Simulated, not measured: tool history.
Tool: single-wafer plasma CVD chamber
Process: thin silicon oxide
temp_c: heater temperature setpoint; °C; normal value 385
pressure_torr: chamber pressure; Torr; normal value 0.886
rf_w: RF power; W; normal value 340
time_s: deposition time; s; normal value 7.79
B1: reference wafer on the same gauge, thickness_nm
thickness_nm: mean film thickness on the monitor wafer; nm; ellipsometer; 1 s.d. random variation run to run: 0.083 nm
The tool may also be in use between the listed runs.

run 1 hour=0.0 | temp_c=385 pressure_torr=0.886 rf_w=340 time_s=7.79 | B1=21.009 | thickness_nm=19.366
run 2 hour=166.5 | temp_c=385 pressure_torr=0.886 rf_w=340 time_s=7.79 | B1=21.006 | thickness_nm=19.275
run 3 hour=271.8 | temp_c=385 pressure_torr=0.886 rf_w=340 time_s=7.79 | B1=20.989 | thickness_nm=19.339
run 4 hour=333.9 | temp_c=385 pressure_torr=0.886 rf_w=340 time_s=7.79 | B1=21.005 | thickness_nm=19.247
run 5 hour=387.1 | temp_c=385 pressure_torr=0.795 rf_w=340 time_s=7.79 | B1=20.991 | thickness_nm=18.087
run 6 hour=433.7 | temp_c=385 pressure_torr=0.795 rf_w=340 time_s=7.79 | B1=21.011 | thickness_nm=18.072
run 7 hour=474.4 | temp_c=385 pressure_torr=0.886 rf_w=340 time_s=7.79 | B1=20.979 | thickness_nm=19.406
run 8 hour=530.8 | temp_c=385 pressure_torr=0.886 rf_w=340 time_s=7.79 | B1=21.015 | thickness_nm=19.409
run 9 hour=582.8 | temp_c=385 pressure_torr=0.886 rf_w=340 time_s=7.79 | B1=21.005 | thickness_nm=19.430
run 10 hour=634.9 | temp_c=385 pressure_torr=0.784 rf_w=340 time_s=7.79 | B1=21.007 | thickness_nm=18.155
run 11 hour=703.3 | temp_c=385 pressure_torr=0.784 rf_w=340 time_s=7.79 | B1=21.017 | thickness_nm=18.138
run 12 hour=776.5 | temp_c=385 pressure_torr=0.784 rf_w=340 time_s=7.79 | B1=21.001 | thickness_nm=18.196
run 13 hour=843.7 | temp_c=391 pressure_torr=0.720 rf_w=380 time_s=7.79 | B1=21.015 | thickness_nm=18.192
run 14 hour=1006.7 | temp_c=371 pressure_torr=0.886 rf_w=340 time_s=6.86 | B1=20.982 | thickness_nm=17.299
run 15 hour=1066.3 | temp_c=377 pressure_torr=0.788 rf_w=275 time_s=7.22 | B1=21.008 | thickness_nm=14.824
run 16 hour=1105.6 | temp_c=385 pressure_torr=0.886 rf_w=340 time_s=7.79 | B1=20.976 | thickness_nm=19.675
run 17 hour=1180.8 | temp_c=385 pressure_torr=0.886 rf_w=340 time_s=8.86 | B1=21.038 | thickness_nm=22.267
run 18 hour=1216.9 | temp_c=385 pressure_torr=0.795 rf_w=340 time_s=7.79 | B1=20.996 | thickness_nm=18.245
run 19 hour=1277.1 | temp_c=385 pressure_torr=0.886 rf_w=340 time_s=7.79 | B1=21.011 | thickness_nm=19.495
run 20 hour=1351.9 | temp_c=385 pressure_torr=0.886 rf_w=340 time_s=7.79 | B1=20.985 | thickness_nm=19.632
run 21 hour=1440.6 | temp_c=393 pressure_torr=0.886 rf_w=340 time_s=8.24 | B1=20.996 | thickness_nm=20.673
run 22 hour=1506.0 | temp_c=377 pressure_torr=0.886 rf_w=295 time_s=7.79 | B1=20.984 | thickness_nm=17.913
run 23 hour=1588.2 | temp_c=397 pressure_torr=1.085 rf_w=340 time_s=7.79 | B1=21.014 | thickness_nm=21.858
run 24 hour=1664.7 | temp_c=397 pressure_torr=0.809 rf_w=340 time_s=7.79 | B1=20.982 | thickness_nm=18.394
run 25 hour=1770.7 | temp_c=372 pressure_torr=0.886 rf_w=285 time_s=9.27 | B1=20.991 | thickness_nm=20.995
run 26 hour=1858.2 | temp_c=395 pressure_torr=0.950 rf_w=340 time_s=7.79 | B1=21.041 | thickness_nm=20.198
run 27 hour=1966.0 | temp_c=385 pressure_torr=0.886 rf_w=340 time_s=7.79 | B1=20.985 | thickness_nm=19.360
run 28 hour=2191.4 | temp_c=372 pressure_torr=0.993 rf_w=305 time_s=9.05 | B1=21.028 | thickness_nm=22.960

Put back what was entered between runs (6 entries, withheld): which listed runs does each sit between, and how does the hidden state differ from the listed run before to the listed run after?
After run 9, before run 10: RF generator calibrated (hour 630.3)
  delivered RF power above the setpoint (%): -3.46 -> -0.0478
  difference, measured minus the result without the unlogged condition, thickness_nm: -0.385 -> -0.005 nm
After run 10, before run 11: gauge calibrated (hour 641.3)
  delivered RF power above the setpoint (%): -0.0478 -> -0.144
  difference, measured minus the result without the unlogged condition, thickness_nm: -0.005 -> -0.014 nm
After run 13, before run 14: thermocouple changed; heater temperature recalibrated (hour 980.8)
  delivered RF power above the setpoint (%): -0.343 -> -0.573
  difference, measured minus the result without the unlogged condition, thickness_nm: -0.031 -> -0.055 nm
After run 17, before run 18: capacitance manometer re-zeroed and calibrated (hour 1201.3)
  delivered RF power above the setpoint (%): -0.819 -> -0.87
  difference, measured minus the result without the unlogged condition, thickness_nm: -0.102 -> -0.088 nm
After run 19, before run 20: showerhead replaced (hour 1308.6)
  delivered RF power above the setpoint (%): -0.955 -> -1.06
  difference, measured minus the result without the unlogged condition, thickness_nm: -0.104 -> -0.116 nm
After run 24, before run 25: gauge calibrated (hour 1697.8)
  delivered RF power above the setpoint (%): -1.5 -> -1.65
  difference, measured minus the result without the unlogged condition, thickness_nm: -0.155 -> -0.218 nm

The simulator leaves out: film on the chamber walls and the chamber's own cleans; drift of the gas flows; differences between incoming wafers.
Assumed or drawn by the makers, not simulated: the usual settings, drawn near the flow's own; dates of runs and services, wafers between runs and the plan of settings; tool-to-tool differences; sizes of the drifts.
